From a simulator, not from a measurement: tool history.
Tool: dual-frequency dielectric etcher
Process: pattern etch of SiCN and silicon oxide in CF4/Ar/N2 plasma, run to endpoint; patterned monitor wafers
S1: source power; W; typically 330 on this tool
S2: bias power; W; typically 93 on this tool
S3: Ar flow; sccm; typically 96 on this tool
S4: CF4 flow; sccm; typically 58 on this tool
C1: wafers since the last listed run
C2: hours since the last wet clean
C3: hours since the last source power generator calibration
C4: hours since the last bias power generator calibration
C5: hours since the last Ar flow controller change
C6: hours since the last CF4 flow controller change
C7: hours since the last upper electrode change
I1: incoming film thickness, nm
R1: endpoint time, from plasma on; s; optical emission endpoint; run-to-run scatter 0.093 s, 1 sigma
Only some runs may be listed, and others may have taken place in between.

run,hour,S1,S2,S3,S4,C1,C2,C3,C4,C5,C6,C7,I1,R1
1,0.0,330,93,96,48,0,20.5,3767.3,1550.4,6135.6,3079.8,2222.1,9.16,13.3
2,36.5,330,93,96,58,626,57.0,3803.8,1586.9,6172.1,3116.3,2258.6,9.20,13.0
3,85.9,330,93,96,50,847,106.4,3853.2,1636.3,6221.5,3165.7,2308.0,9.19,13.0
4,131.8,330,93,96,50,787,152.3,3899.1,1682.2,6267.4,3211.6,2353.9,9.14,13.2
5,177.6,330,93,96,50,785,198.1,3944.9,1728.0,6313.2,3257.4,2399.7,9.08,13.0
6,217.1,330,93,96,58,677,237.6,3984.4,1767.5,6352.7,3296.9,2439.2,9.28,12.9
7,261.6,330,93,96,58,763,282.1,4028.9,1812.0,6397.2,3341.4,2483.7,9.32,13.3
8,293.5,330,93,96,58,547,314.0,4060.8,1843.9,6429.1,3373.3,2515.6,9.10,12.9
# hour 313.2: CF4 flow controller replaced
9,340.2,330,93,96,58,698,360.7,4107.5,1890.6,6475.8,27.0,2562.3,9.19,13.1
# hour 405.4: source power generator calibrated
10,410.1,270,93,96,58,1130,430.6,4.7,1960.5,6545.7,96.9,2632.2,9.13,14.0
# hour 457.3: upper electrode replaced
11,458.6,370,93,96,58,420,479.1,53.2,2009.0,6594.2,145.4,1.3,9.24,12.4
12,511.6,330,93,96,72,909,532.1,106.2,2062.0,6647.2,198.4,54.3,9.28,13.0
# hour 518.7: Ar flow controller replaced
# hour 558.1: bias power generator calibrated
# hour 598.8: wet clean of the chamber
13,599.3,330,93,96,64,921,0.5,193.9,41.2,80.6,286.1,142.0,9.12,12.7
14,616.9,330,93,96,64,301,18.1,211.5,58.8,98.2,303.7,159.6,9.21,12.9
15,643.4,400,93,96,58,454,44.6,238.0,85.3,124.7,330.2,186.1,9.27,12.0
16,707.5,330,93,96,58,1099,108.7,302.1,149.4,188.8,394.3,250.2,9.22,13.0
17,777.7,330,93,96,58,1204,178.9,372.3,219.6,259.0,464.5,320.4,9.13,12.9
18,806.0,260,110,86,70,485,207.2,400.6,247.9,287.3,492.8,348.7,9.15,12.9
19,840.4,310,93,116,58,590,241.6,435.0,282.3,321.7,527.2,383.1,9.23,13.7

What the log doesn't show, run by run:
etch rate over this chamber's usual, %: 0 in every run
source power that arrives over what is set, %: 0 in every run
bias power that arrives over what is set, %: 0 in every run
Ar flow that arrives over what is set, %: 0 in every run
CF4 flow that arrives over what is set, %: 0 in every run
